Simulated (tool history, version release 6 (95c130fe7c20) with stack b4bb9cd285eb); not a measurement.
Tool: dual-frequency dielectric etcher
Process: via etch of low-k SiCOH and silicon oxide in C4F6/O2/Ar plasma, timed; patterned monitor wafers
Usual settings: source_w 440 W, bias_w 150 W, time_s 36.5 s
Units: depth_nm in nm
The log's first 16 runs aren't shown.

run,hour,source_w,bias_w,time_s,wafers since the last listed run,hours since the last wet clean,hours since the last source power generator calibration,hours since the last bias power generator calibration,hours since the last upper electrode change,hours since the gauge calibration,"read-back reference wafer on the same gauge, depth_nm",depth_nm
17,353.8,400,150,36.5,189,52.8,171.9,105.6,282.6,241.3,79.8,92
18,386.3,440,150,36.5,353,85.3,204.4,138.1,315.1,273.8,79.9,94.4
19,405.7,440,150,36.5,211,104.7,223.8,157.5,334.5,293.2,79.8,94.5
20,427.6,380,115,29,238,126.6,245.7,179.4,356.4,315.1,79.9,67.2
21,440.7,490,181,28.5,142,139.7,258.8,192.5,369.5,328.2,79.8,79.9
22,464.4,500,181,36.5,258,163.4,282.5,216.2,393.2,351.9,79.8,103.6
23,477.1,440,150,36.5,138,176.1,295.2,228.9,405.9,364.6,79.8,94.4
24,502.1,440,150,36.5,272,201.1,320.2,253.9,430.9,389.6,79.8,94.6
25,537.1,440,115,32,381,236.1,355.2,288.9,465.9,424.6,79.8,77
26,569.4,490,133,40.5,351,268.4,387.5,321.2,498.2,456.9,79.8,103.6
27,604.4,390,150,28.5,381,303.4,422.5,356.2,533.2,491.9,79.8,70.7
# hour 606.3: gauge calibrated
28,621.5,400,150,36.5,186,320.5,439.6,373.3,550.3,15.2,79.8,91.3
29,654.7,440,140,45.5,361,353.7,472.8,406.5,583.5,48.4,79.8,114.4
30,680,350,119,30.5,275,379,498.1,431.8,608.8,73.7,79.8,68.9

Forecast each of these 4 alternatives for the next run:
A,680.4,360,150,36.5,4,379.4,498.5,432.2,609.2,74.1,?,?
B,680.4,360,150,27.5,4,379.4,498.5,432.2,609.2,74.1,?,?
C,680.4,530,120,45,4,379.4,498.5,432.2,609.2,74.1,?,?
D,680.4,440,178,36.5,4,379.4,498.5,432.2,609.2,74.1,?,?

run,"read-back reference wafer on the same gauge, depth_nm",depth_nm
A,79.8,88.4
B,79.8,66.6
C,79.8,114.1
D,79.8,98
Without the tool's hidden state the same runs would have given:
run,depth_nm
A,89.5
B,67.4
C,115.5
D,99.1
